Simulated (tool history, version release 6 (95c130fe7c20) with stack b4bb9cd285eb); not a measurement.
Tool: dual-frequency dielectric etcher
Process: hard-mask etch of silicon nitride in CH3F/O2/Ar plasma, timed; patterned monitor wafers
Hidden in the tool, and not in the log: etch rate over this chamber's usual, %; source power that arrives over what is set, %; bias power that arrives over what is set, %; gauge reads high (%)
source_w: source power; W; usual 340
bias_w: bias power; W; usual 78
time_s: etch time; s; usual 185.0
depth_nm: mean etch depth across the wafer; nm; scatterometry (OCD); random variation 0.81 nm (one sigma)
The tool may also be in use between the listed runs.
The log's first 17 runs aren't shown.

run   hour  source_w  bias_w  time_s  wafers since the last listed run  hours since the last wet clean  hours since the last source power generator calibration  hours since the last bias power generator calibration  hours since the last upper electrode change  hours since the gauge calibration  read-back reference wafer on the same gauge, depth_nm  depth_nm
 18  177.6       310      86   159.5                                52                           178.1                                                    216.6                                                   20.6                                        197.8                              103.1                                                  125.2     100.9
 19  187.6       340      62   140.5                                70                           188.1                                                    226.6                                                   30.6                                        207.8                              113.1                                                  125.1      83.9
 20  200.3       340      78   185.0                                89                           200.8                                                    239.3                                                   43.3                                        220.5                              125.8                                                  125.5     115.6
 21  209.5       380      78   156.0                                64                           210.0                                                    248.5                                                   52.5                                        229.7                              135.0                                                  125.1     102.3
 22  218.6       340      67   164.5                                63                           219.1                                                    257.6                                                   61.6                                        238.8                              144.1                                                  125.1      98.8
 23  271.0       340      78   185.0                               367                           271.5                                                    310.0                                                  114.0                                        291.2                              196.5                                                  125.5     115.7
 24  285.3       410      88   148.5                               100                           285.8                                                    324.3                                                  128.3                                        305.5                              210.8                                                  124.8     102.1
 25  302.0       340      78   159.0                               117                           302.5                                                    341.0                                                  145.0                                        322.2                              227.5                                                  125.1     100.6

Run 26 comes next. What will it give?
 26  314.1       370      78   185.0                                84                           314.6                                                    353.1                                                  157.1                                        334.3                              239.6                                                      ?         ?

Run 26 gave read-back reference wafer on the same gauge, depth_nm 125.1, depth_nm 120.2 nm.
Without the tool's hidden state the same run would have given depth_nm 120.2 nm.
